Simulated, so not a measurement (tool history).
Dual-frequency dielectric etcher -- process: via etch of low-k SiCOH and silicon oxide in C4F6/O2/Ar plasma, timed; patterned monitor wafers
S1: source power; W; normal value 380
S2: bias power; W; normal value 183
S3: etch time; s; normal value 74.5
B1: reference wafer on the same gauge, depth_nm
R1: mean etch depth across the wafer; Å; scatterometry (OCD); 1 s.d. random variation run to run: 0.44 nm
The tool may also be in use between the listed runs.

run	hour	S1	S2	S3	B1	R1
1	0	380	183	89.5	155.1	2149
2	36.5	380	183	74.5	155	1798
3	79.2	380	183	74.5	155	1804
4	175.8	380	183	74.5	154.9	1811
5	257.9	380	183	74.5	155.1	1780
6	355.9	430	165	74.5	155	1843
7	589.5	430	165	74.5	155	1861
8	646.8	430	165	74.5	155	1831
9	688.6	380	207	74.5	155.1	1843
10	793.9	380	183	74.5	154.9	1795
11	855.1	380	183	64	154.7	1547
12	913.1	350	171	80.5	155.1	1848
13	1037.8	280	183	74.5	154.9	1577
14	1066.7	430	165	74.5	154.9	1827
15	1147	470	138	92	155	2268
16	1227	380	183	89.5	155.2	2167
17	1269.3	470	223	56	154.9	1556
18	1374	450	151	64	155.2	1596
19	1439.9	350	140	82	155	1784

The log once held 9 entries between its listed runs, left out of this copy. Where does each go, and what is different about the tool's unlogged condition between the listed run before it and the listed run after it?
After run 2, before run 3: gauge calibrated (hour 72.6)
  etch rate over this chamber's usual, %: 0.802 -> 1.02
  what was measured, less what the result would be without the hidden state, R1: +15 -> +18 Å
After run 4, before run 5: wet clean of the chamber (hour 232.3)
  etch rate over this chamber's usual, %: 1.51 -> -0.133
  what was measured, less what the result would be without the hidden state, R1: +27 -> -2 Å
After run 7, before run 8: wet clean of the chamber (hour 639.1)
  etch rate over this chamber's usual, %: 1.55 -> -0.01
  what was measured, less what the result would be without the hidden state, R1: +28 -> +0 Å
After run 9, before run 10: upper electrode replaced (hour 726.9); source power generator calibrated (hour 793.4)
  etch rate over this chamber's usual, %: 0.202 -> 0.736
  what was measured, less what the result would be without the hidden state, R1: +4 -> +13 Å
After run 12, before run 13: gauge calibrated (hour 913.5); bias power generator calibrated (hour 1019.6); wet clean of the chamber (hour 1037.3)
  etch rate over this chamber's usual, %: 1.34 -> 0.0442
  what was measured, less what the result would be without the hidden state, R1: +25 -> +1 Å
After run 18, before run 19: wet clean of the chamber (hour 1411.4)
  etch rate over this chamber's usual, %: 1.75 -> 0.074
  what was measured, less what the result would be without the hidden state, R1: +28 -> +1 Å

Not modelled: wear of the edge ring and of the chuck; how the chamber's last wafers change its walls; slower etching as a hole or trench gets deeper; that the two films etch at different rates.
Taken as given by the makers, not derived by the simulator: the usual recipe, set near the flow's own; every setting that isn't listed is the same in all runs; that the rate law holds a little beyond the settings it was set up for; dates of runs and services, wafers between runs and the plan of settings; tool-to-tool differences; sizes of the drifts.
